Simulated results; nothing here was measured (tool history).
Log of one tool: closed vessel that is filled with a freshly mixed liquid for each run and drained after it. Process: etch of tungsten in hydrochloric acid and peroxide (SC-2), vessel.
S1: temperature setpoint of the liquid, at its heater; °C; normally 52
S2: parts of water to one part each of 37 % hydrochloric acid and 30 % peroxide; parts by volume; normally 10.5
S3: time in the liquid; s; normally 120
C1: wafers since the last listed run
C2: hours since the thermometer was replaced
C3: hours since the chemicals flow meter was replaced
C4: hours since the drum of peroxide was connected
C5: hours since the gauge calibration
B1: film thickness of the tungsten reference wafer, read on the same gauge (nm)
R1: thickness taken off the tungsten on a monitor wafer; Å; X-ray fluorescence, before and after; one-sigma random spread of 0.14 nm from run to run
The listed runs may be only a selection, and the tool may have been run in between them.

| run | hour | S1 | S2 | S3 | C1 | C2 | C3 | C4 | C5 | B1 | R1 |
|---|---|---|---|---|---|---|---|---|---|---|---|
| 1 | 0 | 52 | 10.5 | 120 | 0 | 1460.5 | 1133.3 | 155 | 203.8 | 40.06 | 455.1 |
| 2 | 11.5 | 52 | 10.5 | 120 | 937 | 1472 | 1144.8 | 166.5 | 215.3 | 40.01 | 454.6 |
| 3 | 20.6 | 52 | 10.5 | 120 | 741 | 1481.1 | 1153.9 | 175.6 | 224.4 | 39.96 | 454.7 |
| 4 | 31 | 52 | 9 | 120 | 847 | 1491.5 | 1164.3 | 186 | 234.8 | 40 | 515.2 |
| 5 | 48.7 | 48 | 10.5 | 120 | 1442 | 1509.2 | 1182 | 203.7 | 252.5 | 39.96 | 349.3 |
| 6 | 58 | 48 | 10.5 | 120 | 758 | 1518.5 | 1191.3 | 213 | 261.8 | 40.04 | 346.9 |
| 7 | 67.9 | 52 | 10.5 | 120 | 806 | 1528.4 | 1201.2 | 222.9 | 271.7 | 39.99 | 453 |
| 8 | 85 | 52 | 10.5 | 120 | 1393 | 1545.5 | 1218.3 | 240 | 288.8 | 39.97 | 455 |
| 9 | 99 | 52 | 10.5 | 120 | 1141 | 1559.5 | 1232.3 | 254 | 302.8 | 39.93 | 453 |
| 10 | 109 | 52 | 10.5 | 150 | 815 | 1569.5 | 1242.3 | 264 | 312.8 | 40 | 565.2 |
| 11 | 124.1 | 52 | 10.5 | 150 | 1230 | 1584.6 | 1257.4 | 279.1 | 327.9 | 40.04 | 563 |
| 12 | 132.3 | 52 | 10.5 | 120 | 668 | 1592.8 | 1265.6 | 287.3 | 336.1 | 40.04 | 450.1 |
| 13 | 148.8 | 52 | 10.5 | 120 | 1344 | 1609.3 | 1282.1 | 303.8 | 352.6 | 40.01 | 448.9 |
|  | 160.1 | chemicals flow meter replaced |
| 14 | 162.6 | 43.5 | 10.5 | 170 | 1043 | 1623.1 | 2.5 | 317.6 | 366.4 | 40.01 | 383.3 |
| 15 | 174.8 | 59.5 | 6.5 | 165 | 994 | 1635.3 | 14.7 | 329.8 | 378.6 | 40.03 | 1569.8 |
| 16 | 182.3 | 47.5 | 10.5 | 140 | 611 | 1642.8 | 22.2 | 337.3 | 386.1 | 39.96 | 414.4 |
| 17 | 189.2 | 48 | 10.5 | 140 | 562 | 1649.7 | 29.1 | 344.2 | 393 | 40.01 | 429.5 |
| 18 | 203.7 | 45 | 13 | 175 | 1181 | 1664.2 | 43.6 | 358.7 | 407.5 | 39.98 | 364.1 |
|  | 218.5 | gauge calibrated |
| 19 | 221.2 | 48.5 | 10.5 | 120 | 1426 | 1681.7 | 61.1 | 376.2 | 2.7 | 39.99 | 376.2 |
| 20 | 228.4 | 52 | 10.5 | 60 | 586 | 1688.9 | 68.3 | 383.4 | 9.9 | 40.01 | 237.8 |
| 21 | 244.2 | 52 | 6.5 | 185 | 1287 | 1704.7 | 84.1 | 399.2 | 25.7 | 40.05 | 1084.5 |
| 22 | 272.4 | 43 | 13.5 | 100 | 2298 | 1732.9 | 112.3 | 427.4 | 53.9 | 40.03 | 174.4 |
|  | 284.5 | thermometer replaced |
| 23 | 286.7 | 52 | 10.5 | 120 | 1084 | 2.2 | 126.6 | 441.7 | 68.2 | 40.05 | 474 |
| 24 | 301.8 | 52 | 10.5 | 120 | 1230 | 17.3 | 141.7 | 456.8 | 83.3 | 40.02 | 475.6 |
|  | 312 | new drum of peroxide connected |
| 25 | 316.8 | 52 | 10.5 | 120 | 1141 | 32.3 | 156.7 | 4.8 | 98.3 | 40.03 | 474.9 |
| 26 | 330 | 59.5 | 10.5 | 120 | 1075 | 45.5 | 169.9 | 18 | 111.5 | 39.98 | 774 |
| 27 | 339.1 | 61.5 | 8 | 180 | 741 | 54.6 | 179 | 27.1 | 120.6 | 40.02 | 1647 |
| 28 | 392.5 | 52 | 10.5 | 100 | 4352 | 108 | 232.4 | 80.5 | 174 | 40.03 | 395.6 |
| 29 | 401.9 | 44.5 | 10.5 | 155 | 766 | 117.4 | 241.8 | 89.9 | 183.4 | 39.95 | 370.5 |
| 30 | 423.4 | 52 | 10.5 | 100 | 1752 | 138.9 | 263.3 | 111.4 | 204.9 | 39.99 | 395.1 |

Some steps in R1 between neighbouring runs. How much of each would the tool show without its hidden state too (settings, what came in, random variation), and how much is left for the hidden state, with any gauge scatter that isn't in both results?
Hidden conditions of the tool in this case: liquid hotter than its thermometer reads (K); chemicals flow below the setpoint (%); peroxide weaker than its label (%); gauge reads high (%).
Run 13 -> 14: S1 52 -> 43.5, S3 120 -> 170, chemicals flow meter replaced. R1 -65.6 Å: hidden state +28.7, all else -94.3.
Run 14 -> 15: S1 43.5 -> 59.5, S2 10.5 -> 6.5, S3 170 -> 165. R1 +1186.5 Å: hidden state -4.1, all else +1190.6.
Run 15 -> 16: S1 59.5 -> 47.5, S2 6.5 -> 10.5, S3 165 -> 140. R1 -1155.4 Å: hidden state +3.5, all else -1158.9.
Run 26 -> 27: S1 59.5 -> 61.5, S2 10.5 -> 8, S3 120 -> 180. R1 +873 Å: hidden state -9.3, all else +882.3.
Run 27 -> 28: S1 61.5 -> 52, S2 8 -> 10.5, S3 180 -> 100. R1 -1251.4 Å: hidden state +12.3, all else -1263.7.
